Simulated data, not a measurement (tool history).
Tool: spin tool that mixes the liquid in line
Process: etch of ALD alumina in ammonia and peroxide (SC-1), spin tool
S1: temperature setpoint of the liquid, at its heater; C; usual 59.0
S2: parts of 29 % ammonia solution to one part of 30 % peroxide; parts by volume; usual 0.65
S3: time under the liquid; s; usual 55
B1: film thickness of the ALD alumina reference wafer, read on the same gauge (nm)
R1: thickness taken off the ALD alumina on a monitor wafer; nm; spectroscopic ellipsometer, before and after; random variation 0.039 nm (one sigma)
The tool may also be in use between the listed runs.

Run 1, day 0.000: usual settings; B1 100.00. Result: R1 5.11 nm.
Run 2, day 3.188: usual settings; B1 100.01. Result: R1 5.06 nm.
Run 3, day 7.579: usual settings; B1 100.02. Result: R1 5.02 nm.
Run 4, day 10.825: usual settings; B1 99.99. Result: R1 5.11 nm.
At day 11.283: new drum of ammonia solution connected.
At day 12.604: heated supply line repaired.
Run 5, day 13.258: usual settings; B1 100.01. Result: R1 5.69 nm.
Run 6, day 16.362: usual settings; B1 100.00. Result: R1 5.61 nm.
Run 7, day 20.717: usual settings but S3 45 s; B1 100.00. Result: R1 4.57 nm.
Run 8, day 24.333: usual settings; B1 100.00. Result: R1 5.59 nm.
Run 9, day 26.421: usual settings but S1 62.5 C, S2 0.95 parts by volume, S3 45 s; B1 100.00. Result: R1 5.74 nm.
Run 10, day 28.388: usual settings but S1 52.5 C, S3 35 s; B1 100.00. Result: R1 2.53 nm.
At day 29.512: thermometer replaced.
At day 32.438: gauge calibrated.
Run 11, day 32.454: usual settings; B1 99.99. Result: R1 5.17 nm.
Run 12, day 35.242: usual settings but S1 50.5 C, S3 80 s; B1 100.02. Result: R1 4.77 nm.
At day 41.721: ammonia flow meter replaced.
Run 13, day 44.633: usual settings but S1 68.5 C, S2 0.55 parts by volume, S3 25 s; B1 100.01. Result: R1 3.70 nm.
At day 45.988: new drum of ammonia solution connected.
Run 14, day 48.933: usual settings but S2 0.80 parts by volume; B1 100.00. Result: R1 5.17 nm.
Run 15, day 51.212: usual settings but S1 64.5 C; B1 99.99. Result: R1 6.73 nm.
Run 16, day 61.708: usual settings but S1 63.0 C, S2 0.80 parts by volume, S3 20 s; B1 100.02. Result: R1 2.30 nm.
Run 17, day 65.833: usual settings; B1 100.00. Result: R1 4.98 nm.
At day 66.958: heated supply line repaired.
Run 18, day 70.158: usual settings; B1 100.01. Result: R1 5.42 nm.
Run 19, day 73.279: usual settings but S1 52.5 C, S3 75 s; B1 99.99. Result: R1 5.16 nm.
Run 20, day 75.808: usual settings but S1 62.0 C, S2 0.40 parts by volume, S3 75 s; B1 100.00. Result: R1 8.06 nm.
At day 78.746: new drum of ammonia solution connected.
Run 21, day 78.775: usual settings but S2 0.95 parts by volume, S3 45 s; B1 100.00. Result: R1 4.51 nm.
Run 22, day 82.396: usual settings but S3 40 s; B1 99.99. Result: R1 3.89 nm.
Run 23, day 84.462: usual settings but S1 61.5 C, S3 70 s; B1 99.99. Result: R1 7.68 nm.
At day 85.092: ammonia flow meter replaced.
Run 24, day 88.508: usual settings but S1 50.0 C, S3 30 s; B1 100.01. Result: R1 1.80 nm.
Run 25, day 92.829: usual settings; B1 100.02. Result: R1 5.27 nm.

Forecast each of these 4 alternatives for the next run:
Run A, day 92.846: usual settings but S2 0.45 parts by volume; B1 ?. Result: R1 ?.
Run B, day 92.846: usual settings but S3 35 s; B1 ?. Result: R1 ?.
Run C, day 92.846: usual settings but S2 0.90 parts by volume, S3 85 s; B1 ?. Result: R1 ?.
Run D, day 92.846: usual settings but S2 0.75 parts by volume; B1 ?. Result: R1 ?.

run      B1    R1
  A  100.00  5.11
  B  100.00  3.37
  C  100.00  8.43
  D  100.00  5.36
Without the tool's hidden state the same runs would have given:
run    R1
  A  5.09
  B  3.36
  C  8.40
  D  5.34

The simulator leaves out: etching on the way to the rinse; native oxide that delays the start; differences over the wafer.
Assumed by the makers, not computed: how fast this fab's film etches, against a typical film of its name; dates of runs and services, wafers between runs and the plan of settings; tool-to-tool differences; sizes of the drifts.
